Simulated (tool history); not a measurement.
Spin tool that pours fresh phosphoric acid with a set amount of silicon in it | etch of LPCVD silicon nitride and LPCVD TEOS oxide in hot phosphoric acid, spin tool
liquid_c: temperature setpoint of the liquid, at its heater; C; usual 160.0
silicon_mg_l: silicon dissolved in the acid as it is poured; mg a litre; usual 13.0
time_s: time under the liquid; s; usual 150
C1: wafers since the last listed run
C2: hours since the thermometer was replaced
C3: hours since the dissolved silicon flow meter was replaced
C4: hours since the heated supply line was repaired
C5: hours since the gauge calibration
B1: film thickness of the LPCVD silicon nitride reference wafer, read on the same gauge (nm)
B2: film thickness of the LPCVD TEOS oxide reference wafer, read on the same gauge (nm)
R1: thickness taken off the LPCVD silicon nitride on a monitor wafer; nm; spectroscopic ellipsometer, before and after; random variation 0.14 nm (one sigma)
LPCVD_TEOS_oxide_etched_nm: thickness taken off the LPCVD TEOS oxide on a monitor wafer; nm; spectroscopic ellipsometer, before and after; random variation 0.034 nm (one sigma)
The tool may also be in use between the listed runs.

run 1 day=0.000 | liquid_c=160.0 silicon_mg_l=13.0 time_s=150 | C1=0 C2=335.8 C3=188.2 C4=1408.0 C5=655.8 | B1=129.98 B2=40.015 | R1=12.60 LPCVD_TEOS_oxide_etched_nm=0.372
run 2 day=2.983 | liquid_c=160.0 silicon_mg_l=13.0 time_s=215 | C1=632 C2=407.4 C3=259.8 C4=1479.6 C5=727.4 | B1=129.97 B2=40.024 | R1=18.32 LPCVD_TEOS_oxide_etched_nm=0.559
run 3 day=4.038 | liquid_c=160.0 silicon_mg_l=13.0 time_s=215 | C1=223 C2=432.7 C3=285.1 C4=1504.9 C5=752.7 | B1=130.01 B2=40.010 | R1=18.50 LPCVD_TEOS_oxide_etched_nm=0.596
run 4 day=6.008 | liquid_c=160.0 silicon_mg_l=13.0 time_s=215 | C1=418 C2=480.0 C3=332.4 C4=1552.2 C5=800.0 | B1=130.01 B2=39.985 | R1=18.11 LPCVD_TEOS_oxide_etched_nm=0.576
run 5 day=7.767 | liquid_c=160.0 silicon_mg_l=13.0 time_s=150 | C1=373 C2=522.2 C3=374.6 C4=1594.4 C5=842.2 | B1=130.00 B2=39.981 | R1=12.94 LPCVD_TEOS_oxide_etched_nm=0.420
run 6 day=10.175 | liquid_c=162.5 silicon_mg_l=20.5 time_s=65 | C1=510 C2=580.0 C3=432.4 C4=1652.2 C5=900.0 | B1=130.01 B2=39.981 | R1=6.11 LPCVD_TEOS_oxide_etched_nm=0.186
run 7 day=11.212 | liquid_c=160.0 silicon_mg_l=13.0 time_s=150 | C1=220 C2=604.9 C3=457.3 C4=1677.1 C5=924.9 | B1=130.01 B2=40.019 | R1=12.73 LPCVD_TEOS_oxide_etched_nm=0.400
run 8 day=13.700 | liquid_c=162.5 silicon_mg_l=7.0 time_s=150 | C1=527 C2=664.6 C3=517.0 C4=1736.8 C5=984.6 | B1=129.98 B2=39.991 | R1=13.94 LPCVD_TEOS_oxide_etched_nm=0.530
-- day=13.975 heated supply line repaired
run 9 day=15.667 | liquid_c=160.0 silicon_mg_l=21.0 time_s=150 | C1=408 C2=711.8 C3=564.2 C4=40.6 C5=1031.8 | B1=130.02 B2=39.980 | R1=14.10 LPCVD_TEOS_oxide_etched_nm=0.427
-- day=16.438 gauge calibrated
run 10 day=18.196 | liquid_c=160.0 silicon_mg_l=13.0 time_s=150 | C1=536 C2=772.5 C3=624.9 C4=101.3 C5=42.2 | B1=130.00 B2=40.013 | R1=14.09 LPCVD_TEOS_oxide_etched_nm=0.503
run 11 day=20.488 | liquid_c=162.0 silicon_mg_l=13.0 time_s=100 | C1=486 C2=827.5 C3=679.9 C4=156.3 C5=97.2 | B1=130.01 B2=39.992 | R1=10.27 LPCVD_TEOS_oxide_etched_nm=0.432
run 12 day=22.929 | liquid_c=161.0 silicon_mg_l=8.0 time_s=150 | C1=518 C2=886.1 C3=738.5 C4=214.9 C5=155.8 | B1=130.00 B2=39.965 | R1=14.66 LPCVD_TEOS_oxide_etched_nm=0.632
-- day=24.612 thermometer replaced
run 13 day=25.317 | liquid_c=160.0 silicon_mg_l=17.5 time_s=120 | C1=497 C2=16.9 C3=795.8 C4=272.2 C5=213.1 | B1=130.02 B2=40.007 | R1=10.75 LPCVD_TEOS_oxide_etched_nm=0.312
run 14 day=27.088 | liquid_c=158.5 silicon_mg_l=5.0 time_s=150 | C1=375 C2=59.4 C3=838.3 C4=314.7 C5=255.6 | B1=130.00 B2=40.027 | R1=12.80 LPCVD_TEOS_oxide_etched_nm=0.415
run 15 day=28.250 | liquid_c=160.0 silicon_mg_l=13.0 time_s=150 | C1=246 C2=87.3 C3=866.2 C4=342.6 C5=283.5 | B1=129.98 B2=39.988 | R1=13.44 LPCVD_TEOS_oxide_etched_nm=0.466
run 16 day=29.988 | liquid_c=157.0 silicon_mg_l=13.0 time_s=150 | C1=368 C2=129.0 C3=907.9 C4=384.3 C5=325.2 | B1=130.02 B2=40.012 | R1=12.24 LPCVD_TEOS_oxide_etched_nm=0.336
run 17 day=32.092 | liquid_c=160.0 silicon_mg_l=13.0 time_s=175 | C1=446 C2=179.5 C3=958.4 C4=434.8 C5=375.7 | B1=130.01 B2=39.994 | R1=15.60 LPCVD_TEOS_oxide_etched_nm=0.542
run 18 day=34.175 | liquid_c=160.0 silicon_mg_l=10.0 time_s=150 | C1=441 C2=229.5 C3=1008.4 C4=484.8 C5=425.7 | B1=129.98 B2=39.973 | R1=13.44 LPCVD_TEOS_oxide_etched_nm=0.496
run 19 day=36.038 | liquid_c=160.0 silicon_mg_l=13.0 time_s=150 | C1=395 C2=274.2 C3=1053.1 C4=529.5 C5=470.4 | B1=129.98 B2=40.001 | R1=13.28 LPCVD_TEOS_oxide_etched_nm=0.386
run 20 day=38.629 | liquid_c=160.0 silicon_mg_l=13.0 time_s=150 | C1=549 C2=336.4 C3=1115.3 C4=591.7 C5=532.6 | B1=130.00 B2=39.987 | R1=13.17 LPCVD_TEOS_oxide_etched_nm=0.435
run 21 day=41.529 | liquid_c=159.0 silicon_mg_l=4.0 time_s=150 | C1=615 C2=406.0 C3=1184.9 C4=661.3 C5=602.2 | B1=130.01 B2=40.004 | R1=12.77 LPCVD_TEOS_oxide_etched_nm=0.458
run 22 day=44.279 | liquid_c=158.0 silicon_mg_l=21.0 time_s=65 | C1=583 C2=472.0 C3=1250.9 C4=727.3 C5=668.2 | B1=130.04 B2=39.976 | R1=5.38 LPCVD_TEOS_oxide_etched_nm=0.136
-- day=45.696 dissolved silicon flow meter replaced
run 23 day=45.717 | liquid_c=162.5 silicon_mg_l=13.0 time_s=150 | C1=296 C2=506.5 C3=0.5 C4=761.8 C5=702.7 | B1=130.00 B2=39.995 | R1=14.69 LPCVD_TEOS_oxide_etched_nm=0.514

3 ways to go on from here, each from the tool as it stands after run 23. What would each give?
run A day=45.738 | liquid_c=160.0 silicon_mg_l=13.0 time_s=150 | C1=4 C2=507.0 C3=1.0 C4=762.3 C5=703.2 | B1=? B2=? | R1=? LPCVD_TEOS_oxide_etched_nm=?
run B day=45.738 | liquid_c=161.5 silicon_mg_l=7.0 time_s=175 | C1=4 C2=507.0 C3=1.0 C4=762.3 C5=703.2 | B1=? B2=? | R1=? LPCVD_TEOS_oxide_etched_nm=?
run C day=45.738 | liquid_c=160.0 silicon_mg_l=17.0 time_s=210 | C1=4 C2=507.0 C3=1.0 C4=762.3 C5=703.2 | B1=? B2=? | R1=? LPCVD_TEOS_oxide_etched_nm=?

run=A B1=129.99 B2=40.009 R1=13.43 LPCVD_TEOS_oxide_etched_nm=0.459
run=B B1=129.99 B2=40.009 R1=16.47 LPCVD_TEOS_oxide_etched_nm=0.685
run=C B1=129.99 B2=40.009 R1=18.80 LPCVD_TEOS_oxide_etched_nm=0.582
Without the tool's hidden state the same runs would have given:
run=A R1=13.73 LPCVD_TEOS_oxide_etched_nm=0.483
run=B R1=16.84 LPCVD_TEOS_oxide_etched_nm=0.719
run=C R1=19.22 LPCVD_TEOS_oxide_etched_nm=0.612

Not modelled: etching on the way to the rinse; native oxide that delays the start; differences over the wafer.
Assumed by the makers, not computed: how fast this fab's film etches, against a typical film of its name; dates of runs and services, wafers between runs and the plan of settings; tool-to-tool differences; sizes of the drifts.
